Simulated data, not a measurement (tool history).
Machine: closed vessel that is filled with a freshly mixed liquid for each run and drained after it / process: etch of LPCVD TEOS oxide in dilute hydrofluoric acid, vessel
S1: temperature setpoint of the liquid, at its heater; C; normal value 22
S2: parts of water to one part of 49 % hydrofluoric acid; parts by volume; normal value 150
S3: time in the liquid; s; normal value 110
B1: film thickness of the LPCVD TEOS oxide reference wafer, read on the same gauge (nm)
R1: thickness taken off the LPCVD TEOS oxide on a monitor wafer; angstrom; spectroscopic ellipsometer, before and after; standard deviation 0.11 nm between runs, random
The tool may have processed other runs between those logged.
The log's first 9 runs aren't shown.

run	day	S1	S2	S3	B1	R1
10	7.625	25.5	150	110	70.01	152
11	8.938	22	150	110	70.01	130.3
12	10.212	22	150	110	69.98	130
13	11.021	22	150	110	69.99	130.7
14	12.388	22	150	110	70	132.1
15	13.083	22	150	110	69.99	130
# day 13.242: hydrofluoric acid flow meter replaced
16	14.375	22	150	110	70.02	134
17	14.942	19	150	110	70.02	117.8
18	15.754	22	205	110	70	91.5
19	16.8	18.5	220	110	69.98	72.9
# day 17.083: thermometer replaced
20	17.508	22	150	135	70	149.1
21	18.821	24.5	85	110	69.98	249.3
22	19.7	19.5	105	130	70	192.2
23	20.992	20.5	120	110	69.99	148
24	22.208	20	175	130	70	110.3
# day 23.458: gauge calibrated
25	23.658	19	175	145	69.99	117.2
26	24.4	22	150	65	70	71.7
27	25.062	24	210	70	70	55.9
28	25.783	22	150	70	70.02	77.3
29	26.729	20.5	180	85	69.99	71.3
30	27.821	20.5	150	110	69.99	113.2
31	29.2	22	150	110	70.02	122
32	30.617	22	80	110	70.01	248.4

Alternative continuations, all from the tool just after run 32; predict every row:
A	30.646	22	150	110	?	?
B	30.646	25	150	110	?	?
C	30.646	20.5	100	170	?	?
D	30.646	25	130	110	?	?
E	30.646	26	90	110	?	?

run	B1	R1
A	70.01	122.4
B	70.01	137.3
C	70.01	282.7
D	70.01	162.3
E	70.01	256.3
The same runs, with their run-to-run variation unchanged, on a tool lacking any hidden condition would have given:
run	R1
A	120.5
B	135.2
C	278
D	159.7
E	252.2

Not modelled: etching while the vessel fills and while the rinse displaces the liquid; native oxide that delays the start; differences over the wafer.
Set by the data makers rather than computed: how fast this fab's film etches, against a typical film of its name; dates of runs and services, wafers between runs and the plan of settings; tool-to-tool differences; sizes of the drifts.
